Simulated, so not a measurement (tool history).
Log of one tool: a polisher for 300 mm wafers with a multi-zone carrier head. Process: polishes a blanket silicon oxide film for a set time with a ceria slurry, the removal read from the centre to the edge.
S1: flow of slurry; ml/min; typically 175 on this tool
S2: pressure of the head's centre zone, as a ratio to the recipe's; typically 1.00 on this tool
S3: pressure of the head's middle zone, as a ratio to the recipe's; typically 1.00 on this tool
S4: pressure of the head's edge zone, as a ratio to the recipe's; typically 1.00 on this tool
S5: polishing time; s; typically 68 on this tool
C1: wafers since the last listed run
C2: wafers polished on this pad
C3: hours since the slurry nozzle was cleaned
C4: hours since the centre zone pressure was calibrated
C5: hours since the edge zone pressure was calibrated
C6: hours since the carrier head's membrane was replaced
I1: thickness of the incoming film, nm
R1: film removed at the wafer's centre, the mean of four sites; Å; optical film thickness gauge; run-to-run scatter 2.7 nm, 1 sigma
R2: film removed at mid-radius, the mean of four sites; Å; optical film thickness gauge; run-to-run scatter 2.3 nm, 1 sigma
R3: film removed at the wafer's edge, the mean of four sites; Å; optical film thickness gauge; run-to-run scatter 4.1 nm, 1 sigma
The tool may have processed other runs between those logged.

run	hour	S1	S2	S3	S4	S5	C1	C2	C3	C4	C5	C6	I1	R1	R2	R3
1	0.0	195	1.00	1.00	1.00	68	0	3566	269.1	472.4	457.6	917.4	947.4	2844	2726	2737
2	71.6	195	1.00	1.00	1.00	68	941	4508	340.7	544.0	529.2	989.0	952.8	2810	2757	2730
# hour 82.1: worn pad replaced by a new one
3	120.1	175	1.00	1.00	1.00	68	585	500	389.2	592.5	577.7	1037.5	951.3	2923	2766	2784
4	190.9	175	1.00	1.00	1.00	68	931	1431	460.0	663.3	648.5	1108.3	963.8	2880	2750	2719
5	248.2	175	0.96	1.00	1.11	68	753	2185	517.3	720.6	705.8	1165.6	941.7	2759	2712	2849
6	300.3	175	1.00	0.96	1.00	68	685	2870	569.4	772.7	757.9	1217.7	935.8	2925	2618	2685
# hour 313.1: centre zone pressure recalibrated
7	345.7	120	1.00	1.00	1.00	68	570	3441	614.8	32.6	803.3	1263.1	958.6	2571	2537	2611
# hour 370.6: worn pad replaced by a new one
8	375.0	175	0.94	0.96	1.00	57	332	57	644.1	61.9	832.6	1292.4	958.4	2243	2306	2353
9	409.1	155	1.03	1.00	1.08	68	448	505	678.2	96.0	866.7	1326.5	967.8	2759	2780	2850
10	452.4	175	1.00	1.00	1.00	68	569	1075	721.5	139.3	910.0	1369.8	951.7	2739	2745	2762
# hour 458.2: edge zone pressure recalibrated
11	482.8	175	1.00	1.00	1.00	68	373	1449	751.9	169.7	24.6	1400.2	957.7	2759	2732	2710
12	519.9	155	1.08	1.11	1.11	68	488	1937	789.0	206.8	61.7	1437.3	944.3	2898	2936	2839
# hour 541.8: carrier head's membrane replaced by a new one
13	578.5	175	1.00	0.94	1.00	54	705	2642	847.6	265.4	120.3	36.7	949.8	2137	2054	2203
# hour 623.0: slurry nozzle cleaned
14	638.5	175	1.00	1.00	1.09	68	776	3418	15.5	325.4	180.3	96.7	949.1	2750	2668	2759
# hour 714.1: worn pad replaced by a new one
15	716.5	175	1.00	1.00	1.00	68	973	31	93.5	403.4	258.3	174.7	952.8	2901	2855	2899
16	765.5	175	1.00	1.00	1.09	68	644	675	142.5	452.4	307.3	223.7	962.3	2841	2768	2945
17	801.0	175	1.00	1.00	1.09	68	466	1142	178.0	487.9	342.8	259.2	935.7	2775	2774	2849
18	863.6	175	1.00	1.00	1.00	75	823	1966	240.6	550.5	405.4	321.8	967.9	3129	3010	2925
19	890.4	175	1.10	1.07	1.00	68	352	2318	267.4	577.3	432.2	348.6	934.6	3115	2857	2687
20	918.5	175	1.00	1.00	0.94	68	369	2688	295.5	605.4	460.3	376.7	966.7	2844	2707	2646
21	960.1	175	1.00	1.04	1.00	68	547	3235	337.1	647.0	501.9	418.3	948.1	2854	2827	2688

What if the next run were any one of these 5? Each begins from the tool's condition after run 21:
A	960.5	175	1.00	1.00	1.00	68	5	3240	337.5	647.4	502.3	418.7	954.5	?	?	?
B	960.5	140	1.00	1.06	1.10	48	5	3240	337.5	647.4	502.3	418.7	954.5	?	?	?
C	960.5	175	0.95	1.07	1.09	68	5	3240	337.5	647.4	502.3	418.7	954.5	?	?	?
D	960.5	175	0.90	1.00	1.00	87	5	3240	337.5	647.4	502.3	418.7	954.5	?	?	?
E	960.5	175	1.00	1.00	1.08	68	5	3240	337.5	647.4	502.3	418.7	954.5	?	?	?

run	R1	R2	R3
A	2834	2764	2714
B	1934	1989	1949
C	2693	2928	2811
D	3262	3538	3472
E	2834	2764	2802
Without the tool's unlogged condition, the same runs would have read:
run	R1	R2	R3
A	2864	2931	2877
B	1955	2109	2066
C	2721	3105	2980
D	3295	3752	3680
E	2864	2931	2971
